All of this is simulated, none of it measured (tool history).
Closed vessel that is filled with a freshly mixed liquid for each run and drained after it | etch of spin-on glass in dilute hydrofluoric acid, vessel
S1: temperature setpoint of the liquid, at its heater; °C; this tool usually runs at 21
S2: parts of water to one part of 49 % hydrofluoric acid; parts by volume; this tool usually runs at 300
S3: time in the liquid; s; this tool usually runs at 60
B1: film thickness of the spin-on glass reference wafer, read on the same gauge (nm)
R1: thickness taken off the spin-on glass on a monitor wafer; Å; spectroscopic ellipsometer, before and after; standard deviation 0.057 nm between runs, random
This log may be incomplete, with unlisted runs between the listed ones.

run      day    S1   S2  S3     B1     R1
  1        0    21  300  60  49.95   76.1
  2    3.158    21  380  60     50   56.7
  3    4.912    21  380  60     50   56.8
  4    7.946    21  300  60  49.96   76.5
  5   10.338    18  300  60  49.99     68
  6   14.375    18  300  60  49.98     69
  7   17.788    18  300  60     50   67.4
  8   22.275    21  350  60     50   62.1
  9     24.4    21  335  70  50.03   75.4
 10   27.712    21  335  70  50.01   76.2
 11   30.583    21  335  70  50.03   76.3
 12   32.233    21  300  40  50.02   50.6
 13   34.808    21  300  60     50   74.7
 14   36.871    21  300  85  49.98  106.1
 15   38.896  22.5  300  75  50.03   98.3
 16   41.796    21  300  75     50   93.9
 17   45.754    21  300  60  49.98     74
 18   48.842    18  365  85  50.01   73.4
 19   53.104    25  300  80  50.02  118.4
 20   56.788  19.5  355  45  50.01   44.2
 21   61.083    21  175  95  49.98  237.7
 22   64.904  23.5  430  60  49.99   52.8
 23   70.688    19  300  90  50.03  107.8
 24     73.5    21  300  60  50.03   76.5
 25   77.192    21  300  60  50.01   76.4
 26   80.154  17.5  300  60  49.98   66.6
 27   82.554    21  215  40     50   76.2
 28   86.488    17  300  95  49.98  103.7
 29   88.412    18  340  80  50.03   76.9
 30   90.312  25.5  190  45  50.01  118.4
 31     92.2    17  175  45  50.05   93.5
 32    95.45    23  340  35  49.97   40.4
 33   97.038    21  300  60  50.03   75.4
 34  100.146    17  165  60  49.98  132.9
 35  102.858    25  205  90  50.01  209.6

Taken out of this log: 3 entries between the listed runs. Where each belongs, and how the hidden state differs across it:
Runs 9 to 10: thermometer replaced (day 26.321)
  hydrofluoric acid flow below the setpoint (%): 2.59 -> 2.75
  the result without the hidden state subtracted from the measured one, R1: -2.6 -> -2.8 Å
Runs 18 to 19: hydrofluoric acid flow meter replaced (day 50.721)
  hydrofluoric acid flow below the setpoint (%): 3.78 -> 0.766
  the result without the hidden state subtracted from the measured one, R1: -3.8 -> -1.2 Å
Runs 20 to 21: gauge calibrated (day 60.779)
  hydrofluoric acid flow below the setpoint (%): 0.944 -> 1.15
  the result without the hidden state subtracted from the measured one, R1: -0.5 -> -3.2 Å

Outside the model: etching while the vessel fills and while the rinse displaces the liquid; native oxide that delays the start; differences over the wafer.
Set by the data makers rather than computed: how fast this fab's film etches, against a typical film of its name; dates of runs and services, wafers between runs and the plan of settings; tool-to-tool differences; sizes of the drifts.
